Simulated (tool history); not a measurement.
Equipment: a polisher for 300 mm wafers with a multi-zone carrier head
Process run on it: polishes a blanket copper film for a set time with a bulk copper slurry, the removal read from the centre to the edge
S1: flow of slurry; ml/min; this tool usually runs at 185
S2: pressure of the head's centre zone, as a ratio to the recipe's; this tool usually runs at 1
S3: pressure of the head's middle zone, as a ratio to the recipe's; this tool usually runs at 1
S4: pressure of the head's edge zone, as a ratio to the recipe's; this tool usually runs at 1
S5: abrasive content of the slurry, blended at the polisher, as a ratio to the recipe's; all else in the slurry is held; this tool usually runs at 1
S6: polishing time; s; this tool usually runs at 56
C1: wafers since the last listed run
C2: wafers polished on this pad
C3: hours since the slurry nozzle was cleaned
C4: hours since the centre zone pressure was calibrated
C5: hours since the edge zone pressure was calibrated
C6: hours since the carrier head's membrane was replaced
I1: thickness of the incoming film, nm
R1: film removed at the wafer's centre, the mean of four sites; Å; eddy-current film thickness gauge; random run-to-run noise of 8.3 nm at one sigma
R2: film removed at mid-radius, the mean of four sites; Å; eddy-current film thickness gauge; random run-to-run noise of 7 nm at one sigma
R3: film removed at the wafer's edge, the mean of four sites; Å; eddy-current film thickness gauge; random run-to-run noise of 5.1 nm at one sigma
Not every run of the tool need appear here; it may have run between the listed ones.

run     day   S1    S2    S3    S4    S5  S6    C1    C2     C3      C4     C5     C6      I1    R1    R2    R3
  1       0  185     1  0.91     1     1  56     0  5302   99.2    93.7  674.2  431.2  3377.8  6030  5803  6310
  2   3.304  185     1     1     1     1  56  1045  6347  178.5     173  753.5  510.5    3368  5880  5977  6022
      4.688  -- carrier head's membrane replaced by a new one
  3   6.946  130  0.89     1     1     1  56  1086  7434  265.9   260.4  840.9   54.2  3324.6  4812  5471  5643
       8.65  -- worn pad replaced by a new one
  4  10.871  185     1     1     1     1  56  1189   702  360.1   354.6  935.1  148.4  3359.5  6460  6553  6739
     13.554  -- edge zone pressure recalibrated
  5  14.312  185     1     1     1     1  56  1062  1764  442.7   437.2   18.2    231  3388.4  6530  6471  6608
  6  15.854  185     1     1     1     1  69   487  2252  479.7   474.2   55.2    268  3311.7  7936  8012  8145
  7  20.246  185     1     1   0.9   1.1  56  1389  3642  585.1   579.6  160.6  373.4  3347.8  6357  6543  6274
     20.546  -- slurry nozzle cleaned
  8  22.275  185     1     1  0.93     1  68   628  4271   41.5   628.3  209.3  422.1  3342.2  7623  7653  7529
  9   24.95  185     1     1     1     1  37   846  5117  105.7   692.5  273.5  486.3    3384  4051  4149  4166
     29.188  -- carrier head's membrane replaced by a new one
 10  29.208  160     1  0.89     1     1  66  1281  6398  207.9   794.7  375.7    0.5  3353.8  6872  6345  7020
 11  30.575  205     1     1     1     1  43   432  6831  240.7   827.5  408.5   33.3  3317.6  4585  4560  4651
 12  34.583  160  0.95  1.03     1     1  56  1268  8099  336.9   923.7  504.7  129.5  3360.4  5218  5658  5600
     35.746  -- worn pad replaced by a new one
 13  38.012  185     1     1     1     1  56  1032   717  419.2    1006    587  211.8    3353  6456  6520  6514
 14  39.546  185     1     1     1     1  56   485  1202    456  1042.8  623.8  248.6  3402.6  6394  6477  6576
 15  42.379  185     1     1  1.09  0.85  56   896  2098    524  1110.8  691.8  316.6  3373.6  6148  6357  6463
 16  45.079  185     1     1     1     1  42   854  2953  588.8  1175.6  756.6  381.4  3399.6  4734  4798  4802
     47.658  -- slurry nozzle cleaned
     47.971  -- centre zone pressure recalibrated
 17  49.075  185     1     1     1     1  56  1224  4177     34    26.5  852.5  477.3  3404.7  6077  6290  6343
 18  52.183  215     1     1     1     1  56   983  5161  108.6   101.1  927.1  551.9  3310.9  6322  6223  6340
 19  54.754  215     1  1.04     1     1  56   813  5974  170.3   162.8  988.8  613.6  3398.5  6156  6215  6154
     58.358  -- edge zone pressure recalibrated
     59.067  -- carrier head's membrane replaced by a new one
     62.004  -- worn pad replaced by a new one
 20  66.692  230     1     1     1     1  56  3632  1483  456.8   449.3    200    183  3373.5  6741  6743  6741

5 options for the next run, each taken on its own from the tool as it stands now. Forecast them:
  A  66.708  165     1     1     1    1  56   5  1488  457.2  449.7  200.4  183.4  3395   ?   ?   ?
  B  66.708  150  0.91     1     1    1  71   5  1488  457.2  449.7  200.4  183.4  3395   ?   ?   ?
  C  66.708  185     1  0.92  0.92    1  56   5  1488  457.2  449.7  200.4  183.4  3395   ?   ?   ?
  D  66.708  235     1  1.08     1  1.1  65   5  1488  457.2  449.7  200.4  183.4  3395   ?   ?   ?
  E  66.708  185     1     1  1.12  0.9  56   5  1488  457.2  449.7  200.4  183.4  3395   ?   ?   ?

run    R1    R2    R3
  A  6327  6332  6459
  B  7169  7910  8099
  C  6445  6005  6293
  D  7931  8419  7937
  E  6288  6278  6745
Stripped of hidden state, with their random variation kept, the same runs would have yielded:
run    R1    R2    R3
  A  6386  6391  6520
  B  7237  7984  8175
  C  6506  6062  6352
  D  8005  8498  8011
  E  6347  6337  6809

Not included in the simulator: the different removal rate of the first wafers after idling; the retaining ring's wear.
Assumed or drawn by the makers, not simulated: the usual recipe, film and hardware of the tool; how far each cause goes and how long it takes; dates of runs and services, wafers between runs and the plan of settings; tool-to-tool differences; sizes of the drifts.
